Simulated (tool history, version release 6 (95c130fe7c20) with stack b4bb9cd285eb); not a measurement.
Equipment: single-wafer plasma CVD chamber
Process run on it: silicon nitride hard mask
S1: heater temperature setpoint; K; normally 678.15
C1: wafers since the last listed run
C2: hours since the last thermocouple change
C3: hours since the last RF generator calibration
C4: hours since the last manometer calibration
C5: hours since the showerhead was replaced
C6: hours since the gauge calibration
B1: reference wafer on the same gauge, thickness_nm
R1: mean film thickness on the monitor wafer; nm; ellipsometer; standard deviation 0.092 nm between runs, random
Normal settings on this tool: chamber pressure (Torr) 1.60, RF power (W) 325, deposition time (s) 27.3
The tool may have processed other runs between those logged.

Run 1, hour 0.0: usual settings but S1 685.15 K; C1 0; C2 1445.8; C3 1162.1; C4 621.3; C5 2429.6; C6 345.6; B1 30.980. Result: R1 32.838 nm.
Run 2, hour 42.5: usual settings; C1 840; C2 1488.3; C3 1204.6; C4 663.8; C5 2472.1; C6 388.1; B1 31.020. Result: R1 33.083 nm.
Run 3, hour 51.7: usual settings but RF power (W) 280; C1 182; C2 1497.5; C3 1213.8; C4 673.0; C5 2481.3; C6 397.3; B1 31.015. Result: R1 29.036 nm.
Run 4, hour 89.1: usual settings but S1 669.15 K; C1 739; C2 1534.9; C3 1251.2; C4 710.4; C5 2518.7; C6 434.7; B1 31.006. Result: R1 33.178 nm.
Run 5, hour 96.6: usual settings; C1 148; C2 1542.4; C3 1258.7; C4 717.9; C5 2526.2; C6 442.2; B1 30.974. Result: R1 33.093 nm.
At hour 115.0: gauge calibrated.
At hour 115.1: showerhead replaced.
Run 6, hour 115.6: usual settings; C1 217; C2 1561.4; C3 1277.7; C4 736.9; C5 0.5; C6 0.6; B1 30.981. Result: R1 33.224 nm.
Run 7, hour 125.0: usual settings; C1 185; C2 1570.8; C3 1287.1; C4 746.3; C5 9.9; C6 10.0; B1 30.994. Result: R1 32.972 nm.
Run 8, hour 134.4: usual settings; C1 185; C2 1580.2; C3 1296.5; C4 755.7; C5 19.3; C6 19.4; B1 30.999. Result: R1 33.053 nm.
Run 9, hour 142.1: usual settings but S1 684.15 K; C1 152; C2 1587.9; C3 1304.2; C4 763.4; C5 27.0; C6 27.1; B1 30.995. Result: R1 33.000 nm.
Run 10, hour 156.9: usual settings but chamber pressure (Torr) 1.48; C1 292; C2 1602.7; C3 1319.0; C4 778.2; C5 41.8; C6 41.9; B1 31.019. Result: R1 31.953 nm.
Run 11, hour 174.3: usual settings; C1 344; C2 1620.1; C3 1336.4; C4 795.6; C5 59.2; C6 59.3; B1 31.045. Result: R1 32.971 nm.
Run 12, hour 182.2: usual settings but chamber pressure (Torr) 1.88, RF power (W) 385; C1 156; C2 1628.0; C3 1344.3; C4 803.5; C5 67.1; C6 67.2; B1 31.028. Result: R1 39.786 nm.
At hour 233.6: thermocouple changed; heater temperature recalibrated.
Run 13, hour 235.6: usual settings; C1 898; C2 2.0; C3 1397.7; C4 856.9; C5 120.5; C6 120.6; B1 31.028. Result: R1 32.996 nm.
At hour 246.6: RF generator calibrated.
Run 14, hour 247.1: usual settings but RF power (W) 305; C1 69; C2 13.5; C3 0.5; C4 868.4; C5 132.0; C6 132.1; B1 31.023. Result: R1 32.604 nm.
Run 15, hour 261.6: usual settings; C1 286; C2 28.0; C3 15.0; C4 882.9; C5 146.5; C6 146.6; B1 30.974. Result: R1 34.049 nm.
Run 16, hour 272.2: usual settings but S1 685.15 K; C1 209; C2 38.6; C3 25.6; C4 893.5; C5 157.1; C6 157.2; B1 31.010. Result: R1 33.899 nm.
At hour 289.6: capacitance manometer re-zeroed and calibrated.
Run 17, hour 290.1: usual settings but chamber pressure (Torr) 1.77, deposition time (s) 22.9; C1 195; C2 56.5; C3 43.5; C4 0.5; C5 175.0; C6 175.1; B1 30.987. Result: R1 28.692 nm.
Run 18, hour 301.7: usual settings; C1 229; C2 68.1; C3 55.1; C4 12.1; C5 186.6; C6 186.7; B1 31.010. Result: R1 32.896 nm.
Run 19, hour 314.0: usual settings; C1 243; C2 80.4; C3 67.4; C4 24.4; C5 198.9; C6 199.0; B1 31.010. Result: R1 32.929 nm.
Run 20, hour 326.1: usual settings; C1 239; C2 92.5; C3 79.5; C4 36.5; C5 211.0; C6 211.1; B1 31.006. Result: R1 33.000 nm.
Run 21, hour 334.0: usual settings but S1 665.15 K; C1 156; C2 100.4; C3 87.4; C4 44.4; C5 218.9; C6 219.0; B1 31.006. Result: R1 33.255 nm.
Run 22, hour 356.1: usual settings but S1 687.15 K, RF power (W) 380; C1 437; C2 122.5; C3 109.5; C4 66.5; C5 241.0; C6 241.1; B1 30.992. Result: R1 37.112 nm.
Run 23, hour 367.6: usual settings; C1 227; C2 134.0; C3 121.0; C4 78.0; C5 252.5; C6 252.6; B1 30.978. Result: R1 32.909 nm.
Run 24, hour 384.3: usual settings but S1 689.15 K; C1 330; C2 150.7; C3 137.7; C4 94.7; C5 269.2; C6 269.3; B1 30.967. Result: R1 32.945 nm.
Run 25, hour 400.0: usual settings but chamber pressure (Torr) 1.73; C1 310; C2 166.4; C3 153.4; C4 110.4; C5 284.9; C6 285.0; B1 31.001. Result: R1 33.970 nm.
Run 26, hour 413.4: usual settings but S1 693.15 K, chamber pressure (Torr) 1.34, RF power (W) 365, deposition time (s) 23.6; C1 265; C2 179.8; C3 166.8; C4 123.8; C5 298.3; C6 298.4; B1 31.022. Result: R1 28.720 nm.
Run 27, hour 428.7: usual settings but S1 692.15 K, RF power (W) 385, deposition time (s) 22.4; C1 302; C2 195.1; C3 182.1; C4 139.1; C5 313.6; C6 313.7; B1 31.016. Result: R1 30.662 nm.
Run 28, hour 443.9: usual settings but S1 671.15 K, deposition time (s) 22.4; C1 300; C2 210.3; C3 197.3; C4 154.3; C5 328.8; C6 328.9; B1 31.011. Result: R1 27.219 nm.
Run 29, hour 458.7: usual settings; C1 292; C2 225.1; C3 212.1; C4 169.1; C5 343.6; C6 343.7; B1 31.000. Result: R1 33.107 nm.

4 options for the next run, each taken on its own from the tool as it stands now. Forecast them:
Run A, hour 459.1: usual settings; C1 7; C2 225.5; C3 212.5; C4 169.5; C5 344.0; C6 344.1; B1 ?. Result: R1 ?.
Run B, hour 459.1: usual settings but chamber pressure (Torr) 1.96, deposition time (s) 22.8; C1 7; C2 225.5; C3 212.5; C4 169.5; C5 344.0; C6 344.1; B1 ?. Result: R1 ?.
Run C, hour 459.1: usual settings but chamber pressure (Torr) 1.25, RF power (W) 270; C1 7; C2 225.5; C3 212.5; C4 169.5; C5 344.0; C6 344.1; B1 ?. Result: R1 ?.
Run D, hour 459.1: usual settings but S1 683.15 K, chamber pressure (Torr) 1.71, RF power (W) 290; C1 7; C2 225.5; C3 212.5; C4 169.5; C5 344.0; C6 344.1; B1 ?. Result: R1 ?.

run      B1      R1
  A  31.051  33.178
  B  31.051  29.828
  C  31.051  25.441
  D  31.051  30.911
The same runs, with their run-to-run variation unchanged, on a tool lacking any hidden condition would have given:
run      R1
  A  33.240
  B  29.923
  C  25.465
  D  30.994
